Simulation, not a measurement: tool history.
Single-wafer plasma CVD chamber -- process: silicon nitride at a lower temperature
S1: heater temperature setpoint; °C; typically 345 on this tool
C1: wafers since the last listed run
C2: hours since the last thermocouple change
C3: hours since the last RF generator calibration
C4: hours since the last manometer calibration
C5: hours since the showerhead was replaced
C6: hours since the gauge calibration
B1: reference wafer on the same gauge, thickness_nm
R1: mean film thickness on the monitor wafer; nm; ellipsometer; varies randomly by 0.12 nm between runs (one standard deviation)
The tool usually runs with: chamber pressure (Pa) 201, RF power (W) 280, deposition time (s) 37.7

run 1 hour=0.0 | S1=349 chamber_pressure_(Pa)=201 RF_power_(W)=280 deposition_time_(s)=37.7 | C1=0 C2=2261.7 C3=754.0 C4=1002.7 C5=2036.8 C6=1712.0 | B1=42.418 | R1=42.003
run 2 hour=75.6 | S1=345 chamber_pressure_(Pa)=201 RF_power_(W)=280 deposition_time_(s)=37.7 | C1=1971 C2=2337.3 C3=829.6 C4=1078.3 C5=2112.4 C6=1787.6 | B1=42.416 | R1=42.008
-- hour=239.4 capacitance manometer re-zeroed and calibrated
run 3 hour=242.7 | S1=345 chamber_pressure_(Pa)=201 RF_power_(W)=280 deposition_time_(s)=37.7 | C1=4148 C2=2504.4 C3=996.7 C4=3.3 C5=2279.5 C6=1954.7 | B1=42.475 | R1=41.898
run 4 hour=286.0 | S1=345 chamber_pressure_(Pa)=201 RF_power_(W)=255 deposition_time_(s)=37.7 | C1=1128 C2=2547.7 C3=1040.0 C4=46.6 C5=2322.8 C6=1998.0 | B1=42.501 | R1=39.775
run 5 hour=370.2 | S1=345 chamber_pressure_(Pa)=201 RF_power_(W)=280 deposition_time_(s)=37.7 | C1=2195 C2=2631.9 C3=1124.2 C4=130.8 C5=2407.0 C6=2082.2 | B1=42.516 | R1=42.012
run 6 hour=444.7 | S1=345 chamber_pressure_(Pa)=201 RF_power_(W)=280 deposition_time_(s)=37.7 | C1=1942 C2=2706.4 C3=1198.7 C4=205.3 C5=2481.5 C6=2156.7 | B1=42.565 | R1=42.146
run 7 hour=522.1 | S1=345 chamber_pressure_(Pa)=212 RF_power_(W)=280 deposition_time_(s)=40.9 | C1=2018 C2=2783.8 C3=1276.1 C4=282.7 C5=2558.9 C6=2234.1 | B1=42.587 | R1=46.401
run 8 hour=570.2 | S1=345 chamber_pressure_(Pa)=212 RF_power_(W)=280 deposition_time_(s)=40.9 | C1=1254 C2=2831.9 C3=1324.2 C4=330.8 C5=2607.0 C6=2282.2 | B1=42.565 | R1=46.501
run 9 hour=662.0 | S1=345 chamber_pressure_(Pa)=201 RF_power_(W)=280 deposition_time_(s)=37.7 | C1=2393 C2=2923.7 C3=1416.0 C4=422.6 C5=2698.8 C6=2374.0 | B1=42.605 | R1=42.116
-- hour=692.4 thermocouple changed; heater temperature recalibrated
run 10 hour=700.2 | S1=331 chamber_pressure_(Pa)=232 RF_power_(W)=255 deposition_time_(s)=42.4 | C1=787 C2=7.8 C3=1454.2 C4=460.8 C5=2737.0 C6=2412.2 | B1=42.602 | R1=47.302
run 11 hour=770.1 | S1=345 chamber_pressure_(Pa)=212 RF_power_(W)=280 deposition_time_(s)=40.9 | C1=1822 C2=77.7 C3=1524.1 C4=530.7 C5=2806.9 C6=2482.1 | B1=42.651 | R1=46.460
run 12 hour=836.8 | S1=345 chamber_pressure_(Pa)=201 RF_power_(W)=280 deposition_time_(s)=37.7 | C1=1739 C2=144.4 C3=1590.8 C4=597.4 C5=2873.6 C6=2548.8 | B1=42.654 | R1=42.326
-- hour=855.9 gauge calibrated
run 13 hour=923.6 | S1=345 chamber_pressure_(Pa)=201 RF_power_(W)=280 deposition_time_(s)=31.4 | C1=2263 C2=231.2 C3=1677.6 C4=684.2 C5=2960.4 C6=67.7 | B1=41.862 | R1=34.603
run 14 hour=975.7 | S1=345 chamber_pressure_(Pa)=201 RF_power_(W)=335 deposition_time_(s)=37.7 | C1=1358 C2=283.3 C3=1729.7 C4=736.3 C5=3012.5 C6=119.8 | B1=41.875 | R1=45.806
run 15 hour=1071.4 | S1=345 chamber_pressure_(Pa)=201 RF_power_(W)=280 deposition_time_(s)=37.7 | C1=2495 C2=379.0 C3=1825.4 C4=832.0 C5=3108.2 C6=215.5 | B1=41.931 | R1=41.493
run 16 hour=1122.3 | S1=345 chamber_pressure_(Pa)=232 RF_power_(W)=250 deposition_time_(s)=37.7 | C1=1327 C2=429.9 C3=1876.3 C4=882.9 C5=3159.1 C6=266.4 | B1=41.937 | R1=40.719
run 17 hour=1206.1 | S1=351 chamber_pressure_(Pa)=161 RF_power_(W)=300 deposition_time_(s)=37.7 | C1=2184 C2=513.7 C3=1960.1 C4=966.7 C5=3242.9 C6=350.2 | B1=41.987 | R1=39.986
run 18 hour=1265.9 | S1=345 chamber_pressure_(Pa)=201 RF_power_(W)=280 deposition_time_(s)=37.7 | C1=1559 C2=573.5 C3=2019.9 C4=1026.5 C5=3302.7 C6=410.0 | B1=41.989 | R1=41.438
run 19 hour=1332.7 | S1=359 chamber_pressure_(Pa)=201 RF_power_(W)=335 deposition_time_(s)=37.7 | C1=1741 C2=640.3 C3=2086.7 C4=1093.3 C5=3369.5 C6=476.8 | B1=42.012 | R1=45.394
run 20 hour=1373.6 | S1=351 chamber_pressure_(Pa)=169 RF_power_(W)=260 deposition_time_(s)=44.5 | C1=1066 C2=681.2 C3=2127.6 C4=1134.2 C5=3410.4 C6=517.7 | B1=42.037 | R1=44.542
-- hour=1382.3 capacitance manometer re-zeroed and calibrated
-- hour=1384.1 RF generator calibrated
-- hour=1415.1 showerhead replaced
run 21 hour=1463.1 | S1=345 chamber_pressure_(Pa)=201 RF_power_(W)=280 deposition_time_(s)=37.7 | C1=1870 C2=770.7 C3=79.0 C4=80.8 C5=48.0 C6=607.2 | B1=42.105 | R1=41.760
run 22 hour=1570.3 | S1=345 chamber_pressure_(Pa)=231 RF_power_(W)=280 deposition_time_(s)=35.6 | C1=2794 C2=877.9 C3=186.2 C4=188.0 C5=155.2 C6=714.4 | B1=42.082 | R1=40.922
run 23 hour=1637.6 | S1=354 chamber_pressure_(Pa)=216 RF_power_(W)=325 deposition_time_(s)=35.5 | C1=1754 C2=945.2 C3=253.5 C4=255.3 C5=222.5 C6=781.7 | B1=42.137 | R1=43.060

Run 24 is up next; what results do you expect?
run 24 hour=1729.7 | S1=345 chamber_pressure_(Pa)=201 RF_power_(W)=280 deposition_time_(s)=37.7 | C1=2401 C2=1037.3 C3=345.6 C4=347.4 C5=314.6 C6=873.8 | B1=? | R1=?

B1: 42.184
R1: 41.431 nm
The same run, on a tool lacking any hidden state, would have yielded R1 41.083 nm.
